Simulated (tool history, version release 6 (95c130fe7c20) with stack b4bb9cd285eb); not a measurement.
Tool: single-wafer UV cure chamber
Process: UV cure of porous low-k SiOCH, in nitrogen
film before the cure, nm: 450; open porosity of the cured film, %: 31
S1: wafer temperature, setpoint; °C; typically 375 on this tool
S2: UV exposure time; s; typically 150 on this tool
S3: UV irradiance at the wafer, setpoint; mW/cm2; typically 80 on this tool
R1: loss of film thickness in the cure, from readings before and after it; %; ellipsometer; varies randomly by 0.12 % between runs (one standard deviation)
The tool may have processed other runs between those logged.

run    hour   S1   S2   S3      R1
  1     0.0  375  150   66   8.998
        3.4  -- quartz window cleaned
  2    29.6  375  150   66   8.993
  3   101.3  375  150   66   8.958
      227.1  -- quartz window cleaned
  4   310.1  360  150   80   9.634
  5   346.6  360  150   80   9.715
  6   378.3  360  150   80   9.593
  7   432.5  375  150   80  10.099
      470.6  -- UV bulbs replaced
  8   471.1  375  150   80  10.026
      506.8  -- quartz window cleaned
  9   524.2  375  150  112  11.767
 10   573.6  375  150  112  11.394
 11   639.2  387  235   68  11.295
 12   678.0  363  150   57   8.043
 13   710.7  375  150   66   8.894
      741.0  -- quartz window cleaned
 14   775.8  390  150   52   8.193
 15   823.9  355   65  104   6.907
 16   876.7  375   60  102   6.687
 17   937.7  357  110   54   6.310
      992.8  -- quartz window cleaned
 18   993.3  375  150   80  10.035
 19  1052.2  363  150   57   8.143
 20  1085.5  384  150   80  10.120
 21  1166.1  358  185   97  11.644

Here are 4 independent what-if runs from the current tool condition. What would each one return?
  A  1166.6  382  150  80   ?
  B  1166.6  366  150  63   ?
  C  1166.6  393  120  62   ?
  D  1166.6  375  125  62   ?

run      R1
  A  10.080
  B   8.596
  C   7.987
  D   7.838
Without the tool's hidden state the same runs would have given:
run      R1
  A  10.080
  B   8.596
  C   7.987
  D   7.838

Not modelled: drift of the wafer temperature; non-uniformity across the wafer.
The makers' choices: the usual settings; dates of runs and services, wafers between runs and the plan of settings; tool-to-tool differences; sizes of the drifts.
